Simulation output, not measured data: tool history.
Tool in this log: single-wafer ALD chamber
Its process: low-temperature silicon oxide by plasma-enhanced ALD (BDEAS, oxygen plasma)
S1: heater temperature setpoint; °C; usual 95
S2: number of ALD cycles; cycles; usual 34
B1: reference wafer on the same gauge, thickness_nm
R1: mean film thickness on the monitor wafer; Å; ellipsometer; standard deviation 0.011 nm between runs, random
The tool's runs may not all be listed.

run 1 hour=0 | S1=95 S2=34 | B1=4.604 | R1=43.8
run 2 hour=12.7 | S1=95 S2=34 | B1=4.597 | R1=44.05
run 3 hour=25.6 | S1=89 S2=34 | B1=4.598 | R1=44.97
run 4 hour=37.8 | S1=89 S2=34 | B1=4.603 | R1=44.72
run 5 hour=44.1 | S1=95 S2=34 | B1=4.595 | R1=44.21
run 6 hour=61.9 | S1=95 S2=34 | B1=4.589 | R1=43.98
run 7 hour=77.2 | S1=95 S2=34 | B1=4.591 | R1=43.9
run 8 hour=93.9 | S1=95 S2=34 | B1=4.585 | R1=43.9
run 9 hour=104.9 | S1=95 S2=34 | B1=4.591 | R1=43.93
run 10 hour=119.5 | S1=95 S2=34 | B1=4.579 | R1=43.78
run 11 hour=137.4 | S1=88 S2=34 | B1=4.573 | R1=44.84
run 12 hour=150 | S1=88 S2=34 | B1=4.583 | R1=44.73
run 13 hour=160.3 | S1=88 S2=34 | B1=4.572 | R1=44.81
run 14 hour=171.9 | S1=95 S2=34 | B1=4.572 | R1=43.68
run 15 hour=178.3 | S1=95 S2=34 | B1=4.565 | R1=43.68
run 16 hour=189 | S1=95 S2=34 | B1=4.563 | R1=43.84
run 17 hour=195.1 | S1=84 S2=39 | B1=4.563 | R1=51.71
-- hour=207.3 thermocouple changed; heater temperature recalibrated
run 18 hour=211.4 | S1=84 S2=39 | B1=4.569 | R1=51.96
run 19 hour=224.8 | S1=99 S2=34 | B1=4.56 | R1=43.03
run 20 hour=240.7 | S1=103 S2=32 | B1=4.552 | R1=40.3
run 21 hour=256.5 | S1=95 S2=34 | B1=4.554 | R1=43.53
run 22 hour=264.3 | S1=88 S2=37 | B1=4.553 | R1=48.43
run 23 hour=278.6 | S1=83 S2=34 | B1=4.549 | R1=45.13
run 24 hour=284.7 | S1=86 S2=30 | B1=4.541 | R1=39.52
-- hour=293.7 gauge calibrated
run 25 hour=295 | S1=85 S2=40 | B1=4.645 | R1=53.97
run 26 hour=311.5 | S1=89 S2=34 | B1=4.641 | R1=45.42
run 27 hour=326.2 | S1=95 S2=32 | B1=4.636 | R1=41.64
run 28 hour=334.1 | S1=95 S2=34 | B1=4.638 | R1=44.53
run 29 hour=350 | S1=109 S2=40 | B1=4.637 | R1=50.62
run 30 hour=364.9 | S1=95 S2=34 | B1=4.625 | R1=44.48
run 31 hour=377.5 | S1=95 S2=34 | B1=4.626 | R1=44.31
run 32 hour=388.3 | S1=106 S2=34 | B1=4.629 | R1=43.32
run 33 hour=401.2 | S1=95 S2=34 | B1=4.629 | R1=44.29
run 34 hour=408.5 | S1=95 S2=34 | B1=4.624 | R1=44.23
run 35 hour=418.7 | S1=87 S2=40 | B1=4.623 | R1=53.47
run 36 hour=434.2 | S1=104 S2=34 | B1=4.618 | R1=43.07
run 37 hour=451.3 | S1=90 S2=32 | B1=4.616 | R1=42.17

Forecast each of these 4 alternatives for the next run:
run A hour=451.8 | S1=95 S2=34 | B1=? | R1=?
run B hour=451.8 | S1=110 S2=29 | B1=? | R1=?
run C hour=451.8 | S1=104 S2=29 | B1=? | R1=?
run D hour=451.8 | S1=81 S2=32 | B1=? | R1=?

run=A B1=4.618 R1=44.42
run=B B1=4.618 R1=36.66
run=C B1=4.618 R1=37.02
run=D B1=4.618 R1=43.63
With the hidden condition removed and each run's random variation left untouched, the same runs would have given:
run=A R1=44.65
run=B R1=36.85
run=C R1=37.21
run=D R1=43.86
